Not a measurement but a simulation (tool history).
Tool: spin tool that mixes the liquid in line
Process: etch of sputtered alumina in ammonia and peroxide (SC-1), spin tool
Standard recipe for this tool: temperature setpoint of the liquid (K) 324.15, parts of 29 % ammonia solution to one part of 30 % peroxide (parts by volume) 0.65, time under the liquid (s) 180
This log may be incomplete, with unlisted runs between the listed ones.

run,hour,temperature setpoint of the liquid (K),parts of 29 % ammonia solution to one part of 30 % peroxide (parts by volume),time under the liquid (s),"read-back film thickness of the sputtered alumina reference wafer, read on the same gauge (nm)",thickness taken off the sputtered alumina on a monitor wafer (Å)
1,0.0,324.15,0.65,180,120.00,69.8
2,7.6,324.15,0.65,180,120.07,68.7
3,23.7,324.15,0.65,180,119.99,69.6
4,29.9,315.65,0.75,245,120.07,59.4
5,39.5,327.65,0.65,180,120.01,83.9
6,50.7,327.65,0.35,125,119.98,54.1
# hour 52.2: thermometer replaced
# hour 52.4: new drum of ammonia solution connected
7,61.9,320.15,0.65,145,119.98,44.6
8,68.2,324.15,0.65,180,119.99,68.2
9,77.7,320.65,0.55,150,120.07,47.1
10,88.6,314.65,0.85,180,120.01,40.6
11,104.1,324.15,0.65,255,120.04,98.4
12,120.7,324.15,0.65,180,119.95,68.6
# hour 122.1: gauge calibrated
13,129.1,314.15,0.80,225,120.04,48.5
14,142.6,324.15,0.65,180,120.03,68.6
15,156.6,324.15,0.80,180,120.01,68.7
16,172.1,318.65,0.80,180,120.00,50.3
# hour 173.6: heated supply line repaired
17,189.2,314.15,0.65,240,120.01,59.2
18,195.3,324.15,0.65,180,120.02,77.0
19,208.0,327.15,0.45,245,119.93,120.0

Expected results for the next run?
20,218.9,324.15,0.35,180,?,?

Run 20 gave read-back film thickness of the sputtered alumina reference wafer, read on the same gauge (nm) 119.97, thickness taken off the sputtered alumina on a monitor wafer (Å) 73.3.
With no hidden state in the tool, this same run would have given thickness taken off the sputtered alumina on a monitor wafer (Å) 75.3.
